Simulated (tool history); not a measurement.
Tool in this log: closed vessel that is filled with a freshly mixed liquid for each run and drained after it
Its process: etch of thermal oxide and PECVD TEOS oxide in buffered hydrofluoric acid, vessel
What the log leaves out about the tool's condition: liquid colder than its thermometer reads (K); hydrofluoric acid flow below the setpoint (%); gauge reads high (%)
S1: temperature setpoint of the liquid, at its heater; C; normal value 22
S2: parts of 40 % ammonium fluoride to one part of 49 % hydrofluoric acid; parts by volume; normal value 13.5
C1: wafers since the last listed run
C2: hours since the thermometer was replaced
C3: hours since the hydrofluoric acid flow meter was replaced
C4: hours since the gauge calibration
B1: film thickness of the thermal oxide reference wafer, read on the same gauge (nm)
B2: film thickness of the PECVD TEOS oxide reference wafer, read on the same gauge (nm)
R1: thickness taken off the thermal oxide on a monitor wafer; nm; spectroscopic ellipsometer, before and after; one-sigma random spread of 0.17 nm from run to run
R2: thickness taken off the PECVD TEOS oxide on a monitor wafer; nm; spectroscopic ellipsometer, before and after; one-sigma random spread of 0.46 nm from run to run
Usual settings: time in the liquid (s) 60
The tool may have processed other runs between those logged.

Run 1, hour 0: usual settings but S2 17.5 parts by volume; C1 0; C2 2057.2; C3 828.2; C4 104.9; B1 49.99; B2 109.98. Result: R1 34.91 nm, R2 34.79 nm.
Run 2, hour 58.5: usual settings; C1 5990; C2 2115.7; C3 886.7; C4 163.4; B1 50; B2 110.01. Result: R1 44.44 nm, R2 44.01 nm.
Run 3, hour 127.4: usual settings; C1 7055; C2 2184.6; C3 955.6; C4 232.3; B1 49.99; B2 110.02. Result: R1 44.52 nm, R2 44.56 nm.
Run 4, hour 157.4: usual settings but S2 12 parts by volume, time in the liquid (s) 35; C1 3072; C2 2214.6; C3 985.6; C4 262.3; B1 50.01; B2 110.02. Result: R1 29.31 nm, R2 29.32 nm.
Run 5, hour 214.1: usual settings but S1 26 C, S2 19 parts by volume; C1 5806; C2 2271.3; C3 1042.3; C4 319; B1 50; B2 110.02. Result: R1 39.55 nm, R2 39.69 nm.
Run 6, hour 257.3: usual settings but time in the liquid (s) 40; C1 4423; C2 2314.5; C3 1085.5; C4 362.2; B1 49.99; B2 110.02. Result: R1 29.73 nm, R2 29.81 nm.
At hour 375.7: hydrofluoric acid flow meter replaced.
Run 7, hour 414.5: usual settings; C1 15995; C2 2471.7; C3 38.8; C4 519.4; B1 49.99; B2 110.02. Result: R1 45.8 nm, R2 45.33 nm.
Run 8, hour 474.6: usual settings but time in the liquid (s) 80; C1 6154; C2 2531.8; C3 98.9; C4 579.5; B1 49.98; B2 110.02. Result: R1 60.76 nm, R2 60.66 nm.
Run 9, hour 623.8: usual settings; C1 15279; C2 2681; C3 248.1; C4 728.7; B1 50.02; B2 110.05. Result: R1 45.12 nm, R2 45.03 nm.
Run 10, hour 688.1: usual settings; C1 6584; C2 2745.3; C3 312.4; C4 793; B1 50; B2 110.01. Result: R1 45.23 nm, R2 44.85 nm.
Run 11, hour 726.4: usual settings; C1 3922; C2 2783.6; C3 350.7; C4 831.3; B1 49.98; B2 109.97. Result: R1 45.16 nm, R2 44.04 nm.
Run 12, hour 783.9: usual settings; C1 5888; C2 2841.1; C3 408.2; C4 888.8; B1 50.02; B2 109.99. Result: R1 44.91 nm, R2 44.34 nm.
Run 13, hour 840.8: usual settings but S2 16 parts by volume, time in the liquid (s) 30; C1 5826; C2 2898; C3 465.1; C4 945.7; B1 50.01; B2 109.98. Result: R1 18.99 nm, R2 18.95 nm.
At hour 895: thermometer replaced.
Run 14, hour 913.8: usual settings but time in the liquid (s) 30; C1 7373; C2 18.8; C3 538.1; C4 1018.7; B1 49.99; B2 109.96. Result: R1 23.44 nm, R2 23.25 nm.
Run 15, hour 979.1: usual settings; C1 6687; C2 84.1; C3 603.4; C4 1084; B1 50; B2 110.04. Result: R1 46.92 nm, R2 46.45 nm.
Run 16, hour 1047.1: usual settings but S1 18 C, S2 10.5 parts by volume, time in the liquid (s) 90; C1 6963; C2 152.1; C3 671.4; C4 1152; B1 50.02; B2 109.99. Result: R1 71.15 nm, R2 70.34 nm.
Run 17, hour 1082.2: usual settings but S1 20.5 C, time in the liquid (s) 40; C1 3594; C2 187.2; C3 706.5; C4 1187.1; B1 49.99; B2 109.97. Result: R1 28.65 nm, R2 28.58 nm.
Run 18, hour 1133.5: usual settings but S2 10 parts by volume; C1 5253; C2 238.5; C3 757.8; C4 1238.4; B1 50; B2 110.01. Result: R1 62.41 nm, R2 62.12 nm.
Run 19, hour 1166.4: usual settings but S2 15 parts by volume; C1 3369; C2 271.4; C3 790.7; C4 1271.3; B1 49.99; B2 109.97. Result: R1 41.39 nm, R2 41.59 nm.
Run 20, hour 1200.1: usual settings; C1 3451; C2 305.1; C3 824.4; C4 1305; B1 50.02; B2 109.98. Result: R1 46.47 nm, R2 46.42 nm.
Run 21, hour 1246.7: usual settings but time in the liquid (s) 75; C1 4772; C2 351.7; C3 871; C4 1351.6; B1 50; B2 110. Result: R1 57.49 nm, R2 57.24 nm.
Run 22, hour 1313.2: usual settings but S1 18 C, S2 15 parts by volume, time in the liquid (s) 80; C1 6810; C2 418.2; C3 937.5; C4 1418.1; B1 49.99; B2 110.01. Result: R1 44.49 nm, R2 44 nm.
Run 23, hour 1356.4: usual settings but S1 24 C, S2 12 parts by volume, time in the liquid (s) 45; C1 4423; C2 461.4; C3 980.7; C4 1461.3; B1 50.01; B2 109.97. Result: R1 42.97 nm, R2 43.44 nm.
Run 24, hour 1406.9: usual settings; C1 5171; C2 511.9; C3 1031.2; C4 1511.8; B1 49.99; B2 110.03. Result: R1 45.91 nm, R2 45.02 nm.
At hour 1432.9: hydrofluoric acid flow meter replaced.
Run 25, hour 1467.9: usual settings; C1 6144; C2 572.9; C3 35; C4 1572.8; B1 49.99; B2 110.01. Result: R1 47.23 nm, R2 47.19 nm.
Run 26, hour 1506.7: usual settings but S1 26.5 C, S2 18 parts by volume, time in the liquid (s) 80; C1 3973; C2 611.7; C3 73.8; C4 1611.6; B1 49.99; B2 109.99. Result: R1 60.72 nm, R2 59.8 nm.

Each row is a separate what-if for the run after 26, all from the same tool condition, not one after another. Results?
Run A, hour 1507.4: usual settings; C1 71; C2 612.4; C3 74.5; C4 1612.3; B1 ?; B2 ?. Result: R1 ?, R2 ?.
Run B, hour 1507.4: usual settings but S2 16.5 parts by volume; C1 71; C2 612.4; C3 74.5; C4 1612.3; B1 ?; B2 ?. Result: R1 ?, R2 ?.
Run C, hour 1507.4: usual settings but S1 20.5 C; C1 71; C2 612.4; C3 74.5; C4 1612.3; B1 ?; B2 ?. Result: R1 ?, R2 ?.
Run D, hour 1507.4: usual settings but S1 19 C; C1 71; C2 612.4; C3 74.5; C4 1612.3; B1 ?; B2 ?. Result: R1 ?, R2 ?.

run  B1      B2     R1     R2
  A  50  109.95  47.14  47.28
  B  50  109.95   38.7  38.81
  C  50  109.95  43.37  43.49
  D  50  109.95  39.86  39.97
What these runs would have given with no unlogged condition in the tool:
run     R1     R2
  A   47.7  47.84
  B  39.16  39.27
  C  43.88  44.01
  D  40.34  40.45
